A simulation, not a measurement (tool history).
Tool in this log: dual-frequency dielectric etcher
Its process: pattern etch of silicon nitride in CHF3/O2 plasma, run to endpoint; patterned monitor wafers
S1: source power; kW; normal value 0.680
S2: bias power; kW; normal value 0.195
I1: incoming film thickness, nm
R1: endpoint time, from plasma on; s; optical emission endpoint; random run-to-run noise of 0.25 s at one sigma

run   hour     S1     S2    I1    R1
  1    0.0  0.680  0.195  81.0  51.8
  2   15.6  0.680  0.195  81.2  52.1
  3   31.0  0.680  0.195  80.9  51.7
  4   45.0  0.680  0.195  80.3  52.0
  5   60.5  0.680  0.195  80.9  52.0
  6   78.4  0.680  0.195  79.2  51.0
  7  101.2  0.680  0.195  80.7  52.2
  8  114.0  0.680  0.195  80.8  52.1
  9  121.9  0.680  0.195  80.3  52.0
 10  134.3  0.680  0.195  80.9  52.3
 11  143.0  0.680  0.195  79.2  51.0
 12  155.8  0.580  0.195  79.8  55.6
 13  171.3  0.580  0.195  80.5  56.5
 14  199.1  0.680  0.195  80.6  52.5
 15  211.8  0.680  0.152  80.3  60.0
 16  223.8  0.680  0.229  80.8  48.1
 17  237.2  0.600  0.242  80.3  49.8
 18  245.2  0.680  0.195  80.9  52.6
 19  253.6  0.620  0.170  80.9  59.5
 20  260.5  0.750  0.239  80.9  46.0
     295.5  -- source power generator calibrated
     303.5  -- wet clean of the chamber
     310.3  -- upper electrode replaced
     313.6  -- bias power generator calibrated
 21  314.1  0.820  0.220  79.6  42.5
 22  320.7  0.680  0.195  80.2  49.9
 23  337.3  0.610  0.195  80.0  52.6
 24  355.2  0.510  0.219  80.9  55.1
 25  367.6  0.830  0.221  80.5  42.8
 26  378.8  0.820  0.220  79.5  42.6
 27  388.4  0.680  0.195  80.9  50.7
 28  405.0  0.590  0.224  81.2  50.3

Below are 5 alternative next runs, each starting from the tool's condition after run 28. Predict each:
  A  405.4  0.680  0.195  81.6   ?
  B  405.4  0.530  0.182  81.6   ?
  C  405.4  0.540  0.195  81.6   ?
  D  405.4  0.850  0.167  81.6   ?
  E  405.4  0.830  0.224  81.6   ?

run    R1
  A  51.1
  B  60.1
  C  57.4
  D  49.9
  E  43.4
Without the tool's unlogged condition, the same runs would have read:
run    R1
  A  50.8
  B  59.7
  C  57.0
  D  49.6
  E  43.1
